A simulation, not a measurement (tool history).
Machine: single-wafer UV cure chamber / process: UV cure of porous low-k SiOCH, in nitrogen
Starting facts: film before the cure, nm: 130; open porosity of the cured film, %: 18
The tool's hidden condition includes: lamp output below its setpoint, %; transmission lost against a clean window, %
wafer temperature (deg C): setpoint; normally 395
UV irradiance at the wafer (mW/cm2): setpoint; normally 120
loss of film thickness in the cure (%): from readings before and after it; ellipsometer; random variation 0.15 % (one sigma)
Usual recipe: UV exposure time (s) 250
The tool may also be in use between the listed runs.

run,hour,wafer temperature (deg C),UV exposure time (s),UV irradiance at the wafer (mW/cm2),wafers since the last listed run,hours since the UV bulbs were replaced,wafers since the quartz window was cleaned,loss of film thickness in the cure (%)
1,0,395,150,120,0,2614.5,217,10.086
2,18.6,395,250,132,66,2633.1,283,12.834
3,49.6,395,250,132,110,2664.1,394,12.474
4,76.7,395,250,132,96,2691.2,490,12.566
5,94.1,395,250,97,62,2708.6,552,11.235
6,127.4,395,250,97,118,2741.9,671,11.03
7,140.9,395,250,97,48,2755.4,719,10.935
8,164,395,250,120,82,2778.5,802,11.891
9,189.5,395,250,112,90,2804,892,11.46
10,224.8,395,250,120,125,2839.3,1018,12.203
# hour 235.5: quartz window cleaned
11,244.3,382,210,106,40,2858.8,31,11.094
12,267.8,403,175,158,83,2882.3,115,12.201
13,303.5,395,250,158,127,2918,242,13.359
14,320,385,335,157,58,2934.5,301,14.311
# hour 341.8: UV bulbs replaced
15,343,406,160,144,53,1.2,354,11.051

Run 16 is up next; what results do you expect?
16,372.6,403,250,89,105,30.8,460,?

For run 16 the tool returned loss of film thickness in the cure (%) 10.797.
Minus the tool's unlogged condition, the same run would have read loss of film thickness in the cure (%) 11.843.
